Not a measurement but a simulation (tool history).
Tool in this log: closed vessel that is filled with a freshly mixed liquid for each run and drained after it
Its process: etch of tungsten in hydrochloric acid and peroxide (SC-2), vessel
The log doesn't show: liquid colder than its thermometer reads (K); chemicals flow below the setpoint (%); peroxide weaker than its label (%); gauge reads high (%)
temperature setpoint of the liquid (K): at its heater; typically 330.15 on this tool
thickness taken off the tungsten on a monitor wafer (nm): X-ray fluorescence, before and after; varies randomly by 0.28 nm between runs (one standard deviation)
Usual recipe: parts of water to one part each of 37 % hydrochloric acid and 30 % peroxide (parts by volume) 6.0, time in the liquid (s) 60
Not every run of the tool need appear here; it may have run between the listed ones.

run	hour	temperature setpoint of the liquid (K)	parts of water to one part each of 37 % hydrochloric acid and 30 % peroxide (parts by volume)	time in the liquid (s)	wafers since the last listed run	hours since the thermometer was replaced	hours since the chemicals flow meter was replaced	hours since the drum of peroxide was connected	hours since the gauge calibration	read-back film thickness of the tungsten reference wafer, read on the same gauge (nm)	thickness taken off the tungsten on a monitor wafer (nm)
1	0.0	330.15	6.0	60	0	22.7	108.7	62.5	1022.3	83.26	29.34
2	58.8	330.15	6.0	60	5663	81.5	167.5	121.3	1081.1	83.31	29.98
3	125.1	330.15	6.0	60	6386	147.8	233.8	187.6	1147.4	83.36	29.45
4	172.0	330.15	6.0	60	4517	194.7	280.7	234.5	1194.3	83.39	30.11
5	259.7	330.15	6.0	60	8447	282.4	368.4	322.2	1282.0	83.46	29.58
# hour 337.6: new drum of peroxide connected
6	365.2	330.15	6.0	60	10065	387.9	473.9	27.6	1387.5	83.53	29.72
7	429.4	330.15	6.0	60	6184	452.1	538.1	91.8	1451.7	83.58	30.13
8	528.1	330.15	6.0	60	9507	550.8	636.8	190.5	1550.4	83.63	29.93
9	628.2	334.15	6.0	60	9642	650.9	736.9	290.6	1650.5	83.67	37.96
# hour 724.6: new drum of peroxide connected
# hour 733.6: thermometer replaced
10	735.8	334.15	6.0	60	10171	2.2	844.5	11.2	1758.1	83.69	37.88
11	792.4	334.15	6.0	60	5451	58.8	901.1	67.8	1814.7	83.70	37.67
12	875.6	330.15	6.0	60	8014	142.0	984.3	151.0	1897.9	83.73	29.64
# hour 929.3: gauge calibrated
13	1083.4	330.15	6.0	60	20016	349.8	1192.1	358.8	154.1	81.48	29.21
# hour 1106.2: new drum of peroxide connected
14	1157.0	337.15	6.0	60	6993	423.4	1265.7	50.8	227.7	81.82	44.92
15	1231.3	330.15	4.0	60	7156	497.7	1340.0	125.1	302.0	82.15	38.55
16	1281.4	330.15	6.0	60	4825	547.8	1390.1	175.2	352.1	82.31	29.54
17	1342.9	321.65	5.0	90	5923	609.3	1451.6	236.7	413.6	82.51	29.29
# hour 1399.9: thermometer replaced
18	1407.4	326.65	7.5	50	6116	7.5	1516.1	301.2	478.1	82.70	16.28
19	1477.2	337.65	8.0	90	6723	77.3	1585.9	371.0	547.9	82.90	57.01
# hour 1556.9: new drum of peroxide connected
20	1567.4	335.65	5.0	80	8592	167.5	1676.1	10.5	638.1	83.12	63.45
# hour 1644.9: chemicals flow meter replaced
21	1657.3	330.15	6.0	60	8563	257.4	12.4	100.4	728.0	83.27	29.54
22	1750.4	325.65	4.0	30	8967	350.5	105.5	193.5	821.1	83.44	14.53
23	1847.7	330.15	4.0	30	9372	447.8	202.8	290.8	918.4	83.58	19.74
24	1946.1	330.15	6.0	50	9478	546.2	301.2	389.2	1016.8	83.71	25.24
# hour 1999.8: new drum of peroxide connected
25	2018.2	330.15	8.0	50	6848	618.3	373.3	18.4	1088.9	83.76	20.00
26	2061.7	330.15	7.5	90	4190	661.8	416.8	61.9	1132.4	83.82	37.63
# hour 2081.1: thermometer replaced
27	2162.5	338.65	4.5	30	9613	81.4	517.6	162.7	1233.2	83.92	31.50

5 options for the next run, each taken on its own from the tool as it stands now. Forecast them:
A	2163.2	324.15	6.0	60	67	82.1	518.3	163.4	1233.9	?	?
B	2163.2	338.65	7.0	85	67	82.1	518.3	163.4	1233.9	?	?
C	2163.2	330.15	6.0	45	67	82.1	518.3	163.4	1233.9	?	?
D	2163.2	333.65	4.0	45	67	82.1	518.3	163.4	1233.9	?	?
E	2163.2	324.15	4.5	45	67	82.1	518.3	163.4	1233.9	?	?

run	read-back film thickness of the tungsten reference wafer, read on the same gauge (nm)	thickness taken off the tungsten on a monitor wafer (nm)
A	83.92	20.28
B	83.92	64.05
C	83.92	22.47
D	83.92	37.37
E	83.92	18.72
Without the tool's unlogged condition, the same runs would have read:
run	thickness taken off the tungsten on a monitor wafer (nm)
A	19.33
B	61.07
C	21.42
D	35.64
E	17.84
